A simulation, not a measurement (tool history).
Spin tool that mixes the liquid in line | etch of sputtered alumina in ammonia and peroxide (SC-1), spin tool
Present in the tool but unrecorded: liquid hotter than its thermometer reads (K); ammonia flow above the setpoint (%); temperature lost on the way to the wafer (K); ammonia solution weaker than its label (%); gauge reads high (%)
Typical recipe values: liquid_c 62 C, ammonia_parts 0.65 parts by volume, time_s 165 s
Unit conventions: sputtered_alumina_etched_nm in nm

| run | hour | liquid_c | ammonia_parts | time_s | wafers since the last listed run | hours since the thermometer was replaced | hours since the ammonia flow meter was replaced | hours since the heated supply line was repaired | hours since the drum of ammonia solution was connected | hours since the gauge calibration | read-back film thickness of the sputtered alumina reference wafer, read on the same gauge (nm) | sputtered_alumina_etched_nm |
|---|---|---|---|---|---|---|---|---|---|---|---|---|
| 1 | 0 | 54 | 0.65 | 90 | 0 | 61.8 | 474.4 | 908.8 | 93.1 | 704.6 | 130.03 | 5.85 |
| 2 | 35.6 | 54 | 0.65 | 90 | 325 | 97.4 | 510 | 944.4 | 128.7 | 740.2 | 130.03 | 5.91 |
| 3 | 95 | 54 | 0.65 | 90 | 542 | 156.8 | 569.4 | 1003.8 | 188.1 | 799.6 | 129.95 | 5.91 |
| 4 | 164.7 | 62 | 0.65 | 165 | 636 | 226.5 | 639.1 | 1073.5 | 257.8 | 869.3 | 130.02 | 16.68 |
|  | 165.9 | new drum of ammonia solution connected |
|  | 219.3 | ammonia flow meter replaced |
| 5 | 232.7 | 62 | 0.65 | 165 | 602 | 294.5 | 13.4 | 1141.5 | 66.8 | 937.3 | 130.03 | 16.5 |
| 6 | 354.3 | 62 | 0.65 | 165 | 1110 | 416.1 | 135 | 1263.1 | 188.4 | 1058.9 | 130.02 | 16.49 |
|  | 397.1 | new drum of ammonia solution connected |
| 7 | 544.6 | 62 | 0.65 | 165 | 1728 | 606.4 | 325.3 | 1453.4 | 147.5 | 1249.2 | 130 | 16.62 |
| 8 | 571.8 | 66 | 0.65 | 165 | 248 | 633.6 | 352.5 | 1480.6 | 174.7 | 1276.4 | 130 | 20.26 |
|  | 579.6 | heated supply line repaired |
| 9 | 603 | 62 | 0.65 | 240 | 275 | 664.8 | 383.7 | 23.4 | 205.9 | 1307.6 | 130.03 | 24.04 |
|  | 613.3 | new drum of ammonia solution connected |
| 10 | 634.6 | 62 | 0.65 | 240 | 279 | 696.4 | 415.3 | 55 | 21.3 | 1339.2 | 129.98 | 24.11 |
|  | 697.5 | thermometer replaced |
| 11 | 705.9 | 58 | 0.5 | 115 | 641 | 8.4 | 486.6 | 126.3 | 92.6 | 1410.5 | 129.98 | 9.08 |
|  | 744.1 | gauge calibrated |
| 12 | 755.8 | 62 | 0.4 | 165 | 455 | 58.3 | 536.5 | 176.2 | 142.5 | 11.7 | 130.01 | 15.94 |
| 13 | 798.7 | 62 | 0.55 | 240 | 391 | 101.2 | 579.4 | 219.1 | 185.4 | 54.6 | 130.02 | 23.67 |
|  | 861.5 | new drum of ammonia solution connected |
| 14 | 941.8 | 62 | 0.65 | 165 | 1297 | 244.3 | 722.5 | 362.2 | 80.3 | 197.7 | 129.96 | 16.44 |
|  | 955.2 | ammonia flow meter replaced |
| 15 | 999.5 | 70 | 0.75 | 125 | 517 | 302 | 44.3 | 419.9 | 138 | 255.4 | 129.96 | 18.94 |
| 16 | 1063.2 | 62 | 0.65 | 130 | 581 | 365.7 | 108 | 483.6 | 201.7 | 319.1 | 130 | 13.16 |
|  | 1104.3 | new drum of ammonia solution connected |
| 17 | 1108.5 | 58 | 0.65 | 165 | 404 | 411 | 153.3 | 528.9 | 4.2 | 364.4 | 130.01 | 13.33 |
| 18 | 1142.3 | 53 | 0.35 | 210 | 308 | 444.8 | 187.1 | 562.7 | 38 | 398.2 | 130 | 12.26 |
| 19 | 1173 | 62 | 0.65 | 165 | 280 | 475.5 | 217.8 | 593.4 | 68.7 | 428.9 | 130 | 16.84 |
| 20 | 1211.6 | 70 | 0.45 | 80 | 352 | 514.1 | 256.4 | 632 | 107.3 | 467.5 | 129.97 | 11.48 |
| 21 | 1268.2 | 62 | 0.65 | 225 | 516 | 570.7 | 313 | 688.6 | 163.9 | 524.1 | 130 | 22.62 |

5 ways to go on from here, each from the tool as it stands after run 21. What would each give?
| A | 1268.7 | 62 | 0.65 | 220 | 4 | 571.2 | 313.5 | 689.1 | 164.4 | 524.6 | ? | ? |
| B | 1268.7 | 57.5 | 0.55 | 230 | 4 | 571.2 | 313.5 | 689.1 | 164.4 | 524.6 | ? | ? |
| C | 1268.7 | 53 | 0.65 | 165 | 4 | 571.2 | 313.5 | 689.1 | 164.4 | 524.6 | ? | ? |
| D | 1268.7 | 66 | 0.65 | 255 | 4 | 571.2 | 313.5 | 689.1 | 164.4 | 524.6 | ? | ? |
| E | 1268.7 | 62 | 0.85 | 165 | 4 | 571.2 | 313.5 | 689.1 | 164.4 | 524.6 | ? | ? |

| run | read-back film thickness of the sputtered alumina reference wafer, read on the same gauge (nm) | sputtered_alumina_etched_nm |
|---|---|---|
| A | 130.05 | 21.7 |
| B | 130.05 | 17.72 |
| C | 130.05 | 10.17 |
| D | 130.05 | 30.73 |
| E | 130.05 | 16.7 |
Stripped of hidden state, with their random variation kept, the same runs would have yielded:
| run | sputtered_alumina_etched_nm |
|---|---|
| A | 21.7 |
| B | 17.72 |
| C | 10.17 |
| D | 30.73 |
| E | 16.7 |
